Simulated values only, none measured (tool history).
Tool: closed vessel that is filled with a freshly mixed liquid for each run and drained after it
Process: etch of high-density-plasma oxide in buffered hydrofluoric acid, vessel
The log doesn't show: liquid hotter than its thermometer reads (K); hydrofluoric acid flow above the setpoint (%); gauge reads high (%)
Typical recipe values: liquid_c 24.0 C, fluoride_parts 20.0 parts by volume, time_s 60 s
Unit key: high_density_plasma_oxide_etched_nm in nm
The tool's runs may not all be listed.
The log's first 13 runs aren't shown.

run,hour,liquid_c,fluoride_parts,time_s,wafers since the last listed run,hours since the thermometer was replaced,hours since the hydrofluoric acid flow meter was replaced,hours since the gauge calibration,"read-back film thickness of the high-density-plasma oxide reference wafer, read on the same gauge (nm)",high_density_plasma_oxide_etched_nm
14,823.1,22.0,20.0,85,7822,978.1,647.7,309.1,130.02,70.70
15,873.2,19.0,20.0,45,7244,1028.2,697.8,359.2,130.03,31.66
16,917.9,21.5,20.0,70,6463,1072.9,742.5,403.9,129.98,57.12
17,963.5,26.0,12.5,70,6593,1118.5,788.1,449.5,130.03,116.74
18,1043.3,28.0,23.0,60,11538,1198.3,867.9,529.3,129.99,62.65
19,1136.5,24.0,20.0,60,13476,1291.5,961.1,622.5,130.01,56.04
20,1210.1,24.0,20.0,60,10642,1365.1,1034.7,696.1,129.98,55.77
21,1260.3,24.0,20.0,60,7258,1415.3,1084.9,746.3,130.00,55.74
22,1359.5,27.0,20.0,40,14344,1514.5,1184.1,845.5,129.95,43.53
23,1450.9,20.5,16.0,60,13216,1605.9,1275.5,936.9,129.98,56.89
24,1500.5,24.0,20.0,60,7172,1655.5,1325.1,986.5,130.03,55.71
25,1542.4,24.0,20.0,60,6058,1697.4,1367.0,1028.4,129.96,55.70
26,1620.2,26.0,20.0,35,11249,1775.2,1444.8,1106.2,129.99,36.78
27,1683.5,24.0,20.0,60,9152,1838.5,1508.1,1169.5,129.97,55.93
# hour 1720.0: hydrofluoric acid flow meter replaced
28,1768.5,21.5,27.5,60,12146,1923.5,48.5,1254.5,130.01,39.44
29,1877.2,19.0,20.0,60,15717,2032.2,157.2,1363.2,130.00,42.43
30,1975.0,22.0,23.5,75,14141,2130.0,255.0,1461.0,129.98,55.46
31,2047.9,24.0,20.0,90,10541,2202.9,327.9,1533.9,129.98,84.27
32,2094.1,22.5,12.5,60,6680,2249.1,374.1,1580.1,129.99,81.46

Branching from run 32: 3 alternative next runs. What would each branch give?
A,2094.8,24.0,20.0,85,101,2249.8,374.8,1580.8,?,?
B,2094.8,28.0,20.0,60,101,2249.8,374.8,1580.8,?,?
C,2094.8,24.0,24.5,85,101,2249.8,374.8,1580.8,?,?

run,"read-back film thickness of the high-density-plasma oxide reference wafer, read on the same gauge (nm)",high_density_plasma_oxide_etched_nm
A,129.97,79.65
B,129.97,69.80
C,129.97,69.27
What these runs would have given with no unlogged condition in the tool:
run,high_density_plasma_oxide_etched_nm
A,79.65
B,69.80
C,69.27
